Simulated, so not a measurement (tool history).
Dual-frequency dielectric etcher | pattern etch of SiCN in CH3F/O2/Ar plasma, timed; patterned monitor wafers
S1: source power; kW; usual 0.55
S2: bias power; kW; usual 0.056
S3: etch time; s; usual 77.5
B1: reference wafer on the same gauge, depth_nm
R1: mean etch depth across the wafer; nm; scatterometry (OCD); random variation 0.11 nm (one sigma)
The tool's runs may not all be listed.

run 1 hour=0 | S1=0.55 S2=0.056 S3=95.5 | B1=25.42 | R1=39.12
run 2 hour=8.4 | S1=0.55 S2=0.056 S3=95.5 | B1=25.38 | R1=39.34
run 3 hour=20.3 | S1=0.55 S2=0.056 S3=95.5 | B1=25.41 | R1=39.31
-- hour=26.8 gauge calibrated
run 4 hour=29.9 | S1=0.55 S2=0.056 S3=77.5 | B1=25.38 | R1=31.95
run 5 hour=46.6 | S1=0.55 S2=0.056 S3=77.5 | B1=25.37 | R1=32.21
run 6 hour=55.6 | S1=0.55 S2=0.056 S3=77.5 | B1=25.38 | R1=32.01
run 7 hour=73.2 | S1=0.5 S2=0.049 S3=77.5 | B1=25.37 | R1=30.09
run 8 hour=89.3 | S1=0.5 S2=0.049 S3=77.5 | B1=25.38 | R1=29.99
run 9 hour=101.3 | S1=0.55 S2=0.056 S3=77.5 | B1=25.44 | R1=32.38
run 10 hour=107.9 | S1=0.55 S2=0.056 S3=77.5 | B1=25.41 | R1=32.44
run 11 hour=118.6 | S1=0.55 S2=0.056 S3=77.5 | B1=25.44 | R1=32.43
run 12 hour=127 | S1=0.55 S2=0.056 S3=77.5 | B1=25.41 | R1=32.45
run 13 hour=141.5 | S1=0.55 S2=0.056 S3=77.5 | B1=25.4 | R1=32.43
-- hour=160.3 bias power generator calibrated
-- hour=166.6 wet clean of the chamber
run 14 hour=167.1 | S1=0.5 S2=0.06 S3=57.5 | B1=25.41 | R1=22.31
run 15 hour=167.4 | S1=0.55 S2=0.056 S3=77.5 | B1=25.41 | R1=30.83
run 16 hour=172.6 | S1=0.55 S2=0.051 S3=64 | B1=25.37 | R1=24.88
run 17 hour=182.1 | S1=0.65 S2=0.063 S3=65 | B1=25.4 | R1=28.5
run 18 hour=189.5 | S1=0.65 S2=0.044 S3=85 | B1=25.39 | R1=34.19
run 19 hour=198.8 | S1=0.55 S2=0.068 S3=56.5 | B1=25.42 | R1=23.82
-- hour=233.2 upper electrode replaced
run 20 hour=233.7 | S1=0.55 S2=0.056 S3=77.5 | B1=25.41 | R1=31.17
run 21 hour=234 | S1=0.55 S2=0.056 S3=77.5 | B1=25.44 | R1=31.03
-- hour=239.3 gauge calibrated
run 22 hour=245.3 | S1=0.55 S2=0.056 S3=84.5 | B1=25.39 | R1=34.03
-- hour=258.4 source power generator calibrated
run 23 hour=263.2 | S1=0.55 S2=0.056 S3=77.5 | B1=25.41 | R1=31.19
run 24 hour=276.8 | S1=0.55 S2=0.064 S3=63 | B1=25.41 | R1=26.42
run 25 hour=292.6 | S1=0.55 S2=0.056 S3=77.5 | B1=25.42 | R1=31.4
run 26 hour=307.8 | S1=0.55 S2=0.056 S3=77.5 | B1=25.41 | R1=31.36
run 27 hour=323.6 | S1=0.55 S2=0.042 S3=70 | B1=25.42 | R1=26.59
run 28 hour=337.3 | S1=0.41 S2=0.046 S3=77.5 | B1=25.4 | R1=26.91
run 29 hour=351.1 | S1=0.67 S2=0.051 S3=77.5 | B1=25.43 | R1=33.29

Forecast each of these 5 alternatives for the next run:
run A hour=351.5 | S1=0.63 S2=0.056 S3=77.5 | B1=? | R1=?
run B hour=351.5 | S1=0.55 S2=0.056 S3=83.5 | B1=? | R1=?
run C hour=351.5 | S1=0.44 S2=0.044 S3=84 | B1=? | R1=?
run D hour=351.5 | S1=0.59 S2=0.061 S3=64 | B1=? | R1=?
run E hour=351.5 | S1=0.41 S2=0.056 S3=64 | B1=? | R1=?

run=A B1=25.43 R1=33.27
run=B B1=25.43 R1=34.04
run=C B1=25.43 R1=29.68
run=D B1=25.43 R1=27.38
run=E B1=25.43 R1=23.34
Without the tool's hidden state the same runs would have given:
run=A R1=32.59
run=B R1=33.34
run=C R1=29.08
run=D R1=26.82
run=E R1=22.86

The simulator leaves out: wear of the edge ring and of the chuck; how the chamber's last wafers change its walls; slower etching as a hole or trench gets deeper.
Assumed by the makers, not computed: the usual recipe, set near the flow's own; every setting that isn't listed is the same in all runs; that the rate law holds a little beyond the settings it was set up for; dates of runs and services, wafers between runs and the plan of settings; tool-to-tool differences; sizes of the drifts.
